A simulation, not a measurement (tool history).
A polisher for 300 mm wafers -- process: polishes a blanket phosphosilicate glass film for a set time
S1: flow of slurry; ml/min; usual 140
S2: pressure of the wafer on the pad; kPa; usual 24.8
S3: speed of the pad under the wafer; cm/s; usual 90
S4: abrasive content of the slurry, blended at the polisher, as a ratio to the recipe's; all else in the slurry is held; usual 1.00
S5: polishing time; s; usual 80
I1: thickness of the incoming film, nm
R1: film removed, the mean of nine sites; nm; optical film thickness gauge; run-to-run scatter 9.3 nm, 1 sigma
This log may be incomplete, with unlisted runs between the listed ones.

run    hour   S1    S2   S3    S4   S5      I1     R1
  1     0.0  150  20.7   90  1.00   80  2178.6  615.2
  2   102.0  150  20.7   90  1.00   80  2192.1  572.9
      112.0  -- head pressure recalibrated
  3   202.5  140  24.8   90  1.00   80  2163.8  595.1
      268.9  -- worn pad replaced by a new one
  4   269.4  140  24.8   90  1.00   80  2144.1  593.9
  5   334.8  140  17.9   90  1.00   80  2156.0  472.1
      337.0  -- conditioning disc replaced and pad reconditioned
      348.0  -- slurry blender recalibrated
      371.4  -- slurry nozzle cleaned
  6   413.6  110  24.8  102  1.00   80  2131.8  713.0
  7   484.7  110  24.8  102  1.00   80  2194.0  685.1
  8   527.6  110  24.8  102  1.00   80  2163.4  652.2
  9   589.9  140  24.8   90  1.00   80  2164.1  628.3
 10   657.0  140  24.8   90  1.00   80  2139.4  609.6
      673.5  -- slurry blender recalibrated
      690.3  -- worn pad replaced by a new one
      711.5  -- conditioning disc replaced and pad reconditioned
 11   726.3  140  24.8   90  1.00   80  2175.3  670.3
 12   768.2  140  26.9   98  1.00   80  2189.0  724.6
 13   823.5  140  24.8   90  0.85  107  2187.5  768.7
      881.3  -- slurry nozzle cleaned
 14   920.4  140  16.5   78  1.00   94  2134.9  560.2
 15   967.9  140  24.8   90  1.00   96  2197.9  791.5
     1011.1  -- slurry blender recalibrated
 16  1056.7  140  24.8   90  1.00   80  2193.8  675.9
     1059.5  -- conditioning disc replaced and pad reconditioned
     1085.4  -- worn pad replaced by a new one
     1156.7  -- head pressure recalibrated
 17  1214.7  120  24.8  110  1.25  105  2161.9  986.8
 18  1312.0  115  24.8  106  0.85   67  2168.8  447.6
 19  1353.1  175  24.8   90  1.00   80  2192.7  623.4
     1398.6  -- conditioning disc replaced and pad reconditioned
     1423.2  -- slurry blender recalibrated
 20  1448.3  105  24.8   90  1.00   80  2198.6  567.6
     1480.3  -- worn pad replaced by a new one
     1498.2  -- slurry nozzle cleaned
 21  1552.9  160  17.2   90  1.00   80  2143.3  573.1
 22  1598.4  140  24.8   90  1.00   80  2169.5  673.0
 23  1705.1  110  24.8  102  1.00   80  2147.5  634.9
     1774.3  -- conditioning disc replaced and pad reconditioned
     1800.6  -- slurry blender recalibrated
 24  1807.5  140  24.8   90  1.00   80  2181.7  644.1
     1853.5  -- worn pad replaced by a new one
 25  1859.6  140  24.8   90  1.20   80  2126.5  716.3

3 options for the next run, each taken on its own from the tool as it stands now. Forecast them:
  A  1860.0  170  24.8  90  1.00   80  2186.8   ?
  B  1860.0  110  27.6  90  1.15  108  2186.8   ?
  C  1860.0  140  29.0  90  1.15   97  2186.8   ?

run     R1
  A  683.6
  B  930.9
  C  946.8
Without the tool's unlogged condition, the same runs would have read:
run      R1
  A   773.8
  B  1111.7
  C  1093.5

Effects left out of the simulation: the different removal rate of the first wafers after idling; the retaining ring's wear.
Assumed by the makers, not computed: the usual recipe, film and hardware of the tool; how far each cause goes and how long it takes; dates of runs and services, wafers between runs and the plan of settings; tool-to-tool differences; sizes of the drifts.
